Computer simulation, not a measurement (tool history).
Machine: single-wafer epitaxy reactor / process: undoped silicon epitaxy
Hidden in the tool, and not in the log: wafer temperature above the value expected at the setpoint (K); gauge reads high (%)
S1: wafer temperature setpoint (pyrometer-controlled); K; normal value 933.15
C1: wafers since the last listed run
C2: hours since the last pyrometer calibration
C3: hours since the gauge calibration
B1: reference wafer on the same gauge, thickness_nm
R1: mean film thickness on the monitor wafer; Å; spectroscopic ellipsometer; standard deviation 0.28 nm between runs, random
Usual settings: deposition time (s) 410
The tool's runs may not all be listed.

run 1 hour=0 | S1=923.15 deposition_time_(s)=410 | C1=0 C2=2704.1 C3=57.1 | B1=92.363 | R1=802.25
run 2 hour=18.8 | S1=923.15 deposition_time_(s)=410 | C1=57 C2=2722.9 C3=75.9 | B1=92.358 | R1=796.35
run 3 hour=43.9 | S1=940.15 deposition_time_(s)=468 | C1=76 C2=2748 C3=101 | B1=92.446 | R1=1264.58
run 4 hour=61 | S1=933.15 deposition_time_(s)=410 | C1=52 C2=2765.1 C3=118.1 | B1=92.299 | R1=966.41
run 5 hour=96.5 | S1=933.15 deposition_time_(s)=410 | C1=108 C2=2800.6 C3=153.6 | B1=92.432 | R1=964.94
run 6 hour=120.9 | S1=928.15 deposition_time_(s)=377 | C1=74 C2=2825 C3=178 | B1=92.419 | R1=812.34
run 7 hour=143.8 | S1=933.15 deposition_time_(s)=410 | C1=70 C2=2847.9 C3=200.9 | B1=92.324 | R1=968.58
run 8 hour=175.8 | S1=933.15 deposition_time_(s)=410 | C1=98 C2=2879.9 C3=232.9 | B1=92.369 | R1=966.02
run 9 hour=193.4 | S1=933.15 deposition_time_(s)=471 | C1=53 C2=2897.5 C3=250.5 | B1=92.456 | R1=1107.77
-- hour=229.6 pyrometer calibrated
run 10 hour=230.1 | S1=933.15 deposition_time_(s)=471 | C1=87 C2=0.5 C3=287.2 | B1=92.404 | R1=974.29
run 11 hour=243.5 | S1=933.15 deposition_time_(s)=390 | C1=41 C2=13.9 C3=300.6 | B1=92.246 | R1=812.14
run 12 hour=269.3 | S1=933.15 deposition_time_(s)=390 | C1=79 C2=39.7 C3=326.4 | B1=92.409 | R1=812.84
run 13 hour=294.9 | S1=943.15 deposition_time_(s)=410 | C1=78 C2=65.3 C3=352 | B1=92.455 | R1=1043.16
run 14 hour=313 | S1=943.15 deposition_time_(s)=410 | C1=55 C2=83.4 C3=370.1 | B1=92.501 | R1=1037.61
run 15 hour=333.7 | S1=923.15 deposition_time_(s)=458 | C1=63 C2=104.1 C3=390.8 | B1=92.497 | R1=787.66
run 16 hour=352.5 | S1=943.15 deposition_time_(s)=345 | C1=57 C2=122.9 C3=409.6 | B1=92.459 | R1=880.05
run 17 hour=378.1 | S1=945.15 deposition_time_(s)=346 | C1=78 C2=148.5 C3=435.2 | B1=92.424 | R1=923.04
run 18 hour=411.4 | S1=919.15 deposition_time_(s)=410 | C1=102 C2=181.8 C3=468.5 | B1=92.363 | R1=657.36
run 19 hour=443.4 | S1=933.15 deposition_time_(s)=410 | C1=98 C2=213.8 C3=500.5 | B1=92.405 | R1=868.34
run 20 hour=477.4 | S1=943.15 deposition_time_(s)=432 | C1=104 C2=247.8 C3=534.5 | B1=92.317 | R1=1120.34
run 21 hour=513.1 | S1=933.15 deposition_time_(s)=451 | C1=109 C2=283.5 C3=570.2 | B1=92.454 | R1=965.04
-- hour=516.7 gauge calibrated
run 22 hour=525.5 | S1=945.15 deposition_time_(s)=480 | C1=38 C2=295.9 C3=8.8 | B1=92.345 | R1=1290.43
run 23 hour=548.8 | S1=933.15 deposition_time_(s)=410 | C1=71 C2=319.2 C3=32.1 | B1=92.313 | R1=882.96
run 24 hour=568.8 | S1=933.15 deposition_time_(s)=410 | C1=61 C2=339.2 C3=52.1 | B1=92.383 | R1=886.89
run 25 hour=584.1 | S1=933.15 deposition_time_(s)=342 | C1=46 C2=354.5 C3=67.4 | B1=92.268 | R1=739.5
run 26 hour=606.4 | S1=937.15 deposition_time_(s)=443 | C1=68 C2=376.8 C3=89.7 | B1=92.433 | R1=1028.05
run 27 hour=641.9 | S1=933.15 deposition_time_(s)=489 | C1=108 C2=412.3 C3=125.2 | B1=92.465 | R1=1058.87
run 28 hour=663.6 | S1=933.15 deposition_time_(s)=410 | C1=66 C2=434 C3=146.9 | B1=92.278 | R1=888.1
run 29 hour=676.8 | S1=933.15 deposition_time_(s)=410 | C1=40 C2=447.2 C3=160.1 | B1=92.502 | R1=893.74

The logged runs with the hidden state left out (each run's random variation unchanged):
run=1 R1=709.53
run=2 R1=704.22
run=3 R1=1122.56
run=4 R1=856.39
run=5 R1=854.9
run=6 R1=718.75
run=7 R1=857.87
run=8 R1=855.45
run=9 R1=980.88
run=10 R1=983.82
run=11 R1=818.63
run=12 R1=816.62
run=13 R1=1044.62
run=14 R1=1036.81
run=15 R1=785.05
run=16 R1=875.35
run=17 R1=915.5
run=18 R1=649.25
run=19 R1=854.98
run=20 R1=1099.65
run=21 R1=943.54
run=22 R1=1260.84
run=23 R1=860.35
run=24 R1=862.59
run=25 R1=718.24
run=26 R1=996.76
run=27 R1=1023.26
run=28 R1=856.69
run=29 R1=861.2
